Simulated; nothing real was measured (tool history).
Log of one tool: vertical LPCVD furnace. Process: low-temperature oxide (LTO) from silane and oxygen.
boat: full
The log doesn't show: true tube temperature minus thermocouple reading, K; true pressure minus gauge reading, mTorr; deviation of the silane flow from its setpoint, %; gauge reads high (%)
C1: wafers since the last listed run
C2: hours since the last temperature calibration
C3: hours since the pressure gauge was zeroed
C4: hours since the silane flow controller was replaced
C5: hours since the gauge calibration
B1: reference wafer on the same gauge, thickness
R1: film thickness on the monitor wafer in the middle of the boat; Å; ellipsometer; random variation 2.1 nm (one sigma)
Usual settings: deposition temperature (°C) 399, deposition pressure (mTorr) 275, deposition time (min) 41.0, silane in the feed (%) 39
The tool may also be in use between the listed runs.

Run 1, day 0.000: usual settings but silane in the feed (%) 36; C1 0; C2 2325.0; C3 1930.1; C4 2410.6; C5 1109.3; B1 470.23. Result: R1 4218.9 Å.
Run 2, day 1.121: usual settings but silane in the feed (%) 36; C1 287; C2 2351.9; C3 1957.0; C4 2437.5; C5 1136.2; B1 470.88. Result: R1 4264.6 Å.
Run 3, day 3.833: usual settings but silane in the feed (%) 36; C1 696; C2 2417.0; C3 2022.1; C4 2502.6; C5 1201.3; B1 471.20. Result: R1 4297.4 Å.
Run 4, day 6.529: usual settings but deposition temperature (°C) 406; C1 692; C2 2481.7; C3 2086.8; C4 2567.3; C5 1266.0; B1 470.82. Result: R1 5060.2 Å.
Run 5, day 9.479: usual settings; C1 757; C2 2552.5; C3 2157.6; C4 2638.1; C5 1336.8; B1 471.44. Result: R1 4713.2 Å.
At day 10.904: silane flow controller replaced.
Run 6, day 10.929: usual settings; C1 115; C2 2587.3; C3 2192.4; C4 0.6; C5 1371.6; B1 470.75. Result: R1 4456.6 Å.
Run 7, day 12.092: usual settings; C1 298; C2 2615.2; C3 2220.3; C4 28.5; C5 1399.5; B1 470.35. Result: R1 4448.2 Å.
Run 8, day 13.496: usual settings but deposition temperature (°C) 407; C1 360; C2 2648.9; C3 2254.0; C4 62.2; C5 1433.2; B1 470.46. Result: R1 4875.2 Å.
Run 9, day 15.329: usual settings; C1 471; C2 2692.9; C3 2298.0; C4 106.2; C5 1477.2; B1 470.96. Result: R1 4487.5 Å.
Run 10, day 16.846: usual settings but deposition temperature (°C) 394, deposition time (min) 55.0; C1 389; C2 2729.3; C3 2334.4; C4 142.6; C5 1513.6; B1 470.99. Result: R1 5698.6 Å.
Run 11, day 20.904: usual settings but deposition pressure (mTorr) 235, deposition time (min) 48.5, silane in the feed (%) 32; C1 1042; C2 2826.7; C3 2431.8; C4 240.0; C5 1611.0; B1 471.72. Result: R1 3495.6 Å.
Run 12, day 22.746: usual settings but deposition temperature (°C) 410; C1 473; C2 2870.9; C3 2476.0; C4 284.2; C5 1655.2; B1 471.62. Result: R1 5053.1 Å.
Run 13, day 24.662: usual settings but deposition pressure (mTorr) 230, deposition time (min) 57.5; C1 492; C2 2916.9; C3 2522.0; C4 330.2; C5 1701.2; B1 470.95. Result: R1 5229.0 Å.
At day 26.825: gauge calibrated.
Run 14, day 27.458: usual settings but deposition pressure (mTorr) 240, deposition time (min) 27.5; C1 718; C2 2984.0; C3 2589.1; C4 397.3; C5 15.2; B1 470.95. Result: R1 2636.2 Å.
At day 29.262: thermocouples replaced and temperature profile calibrated.
Run 15, day 32.750: usual settings but deposition temperature (°C) 391, deposition time (min) 35.0; C1 1102; C2 83.7; C3 2716.1; C4 524.3; C5 142.2; B1 471.66. Result: R1 3519.5 Å.
Run 16, day 34.033: usual settings but deposition pressure (mTorr) 245, silane in the feed (%) 34; C1 329; C2 114.5; C3 2746.9; C4 555.1; C5 173.0; B1 471.02. Result: R1 3326.7 Å.
Run 17, day 35.871: usual settings; C1 472; C2 158.6; C3 2791.0; C4 599.2; C5 217.1; B1 470.80. Result: R1 4528.7 Å.
At day 38.829: pressure gauge zeroed.
Run 18, day 38.850: usual settings but deposition pressure (mTorr) 300, deposition time (min) 45.5, silane in the feed (%) 33; C1 508; C2 230.1; C3 0.5; C4 670.7; C5 288.6; B1 471.13. Result: R1 4398.6 Å.
Run 19, day 39.792: usual settings; C1 241; C2 252.7; C3 23.1; C4 693.3; C5 311.2; B1 471.80. Result: R1 4513.3 Å.
Run 20, day 41.392: usual settings but deposition pressure (mTorr) 330; C1 411; C2 291.1; C3 61.5; C4 731.7; C5 349.6; B1 471.41. Result: R1 5392.0 Å.
Run 21, day 42.900: usual settings but deposition pressure (mTorr) 250, deposition time (min) 33.5, silane in the feed (%) 43; C1 387; C2 327.3; C3 97.7; C4 767.9; C5 385.8; B1 470.04. Result: R1 3748.6 Å.
Run 22, day 43.954: usual settings but deposition temperature (°C) 407, deposition pressure (mTorr) 320, deposition time (min) 57.0, silane in the feed (%) 32; C1 270; C2 352.6; C3 123.0; C4 793.2; C5 411.1; B1 470.35. Result: R1 6194.2 Å.
Run 23, day 45.971: usual settings; C1 518; C2 401.0; C3 171.4; C4 841.6; C5 459.5; B1 471.81. Result: R1 4580.9 Å.
Run 24, day 47.908: usual settings but deposition temperature (°C) 411; C1 497; C2 447.5; C3 217.9; C4 888.1; C5 506.0; B1 471.30. Result: R1 5156.9 Å.
Run 25, day 50.754: usual settings but deposition pressure (mTorr) 245, deposition time (min) 32.5, silane in the feed (%) 37; C1 731; C2 515.8; C3 286.2; C4 956.4; C5 574.3; B1 470.48. Result: R1 3030.5 Å.
Run 26, day 53.012: usual settings; C1 580; C2 570.0; C3 340.4; C4 1010.6; C5 628.5; B1 470.83. Result: R1 4536.2 Å.
Run 27, day 54.367: usual settings but deposition temperature (°C) 405, deposition pressure (mTorr) 335, deposition time (min) 30.0, silane in the feed (%) 34; C1 347; C2 602.5; C3 372.9; C4 1043.1; C5 661.0; B1 471.03. Result: R1 3660.6 Å.
Run 28, day 55.975: usual settings; C1 413; C2 641.1; C3 411.5; C4 1081.7; C5 699.6; B1 471.11. Result: R1 4577.0 Å.
Run 29, day 58.133: usual settings; C1 554; C2 692.9; C3 463.3; C4 1133.5; C5 751.4; B1 470.28. Result: R1 4560.3 Å.
Run 30, day 59.842: usual settings; C1 438; C2 733.9; C3 504.3; C4 1174.5; C5 792.4; B1 471.38. Result: R1 4530.3 Å.

Some steps in R1 between neighbouring runs. How much of each would the tool show without its hidden state too (settings, what came in, random variation), and how much is left for the hidden state, with any gauge scatter that isn't in both results?
Run 5 -> 6: silane flow controller replaced. R1 -256.6 Å: hidden state -219.5, all else -37.1.
Run 10 -> 11: deposition temperature (°C) 394 -> 399, deposition pressure (mTorr) 275 -> 235, deposition time (min) 55.0 -> 48.5, silane in the feed (%) 39 -> 32. R1 -2203.0 Å: hidden state +4.4, all else -2207.4.
Run 13 -> 14: deposition pressure (mTorr) 230 -> 240, deposition time (min) 57.5 -> 27.5, gauge calibrated. R1 -2592.8 Å: hidden state -11.1, all else -2581.7.
Run 21 -> 22: deposition temperature (°C) 399 -> 407, deposition pressure (mTorr) 250 -> 320, deposition time (min) 33.5 -> 57.0, silane in the feed (%) 43 -> 32. R1 +2445.6 Å: hidden state +62.3, all else +2383.3.
Run 22 -> 23: deposition temperature (°C) 407 -> 399, deposition pressure (mTorr) 320 -> 275, deposition time (min) 57.0 -> 41.0, silane in the feed (%) 32 -> 39. R1 -1613.3 Å: hidden state -38.8, all else -1574.5.
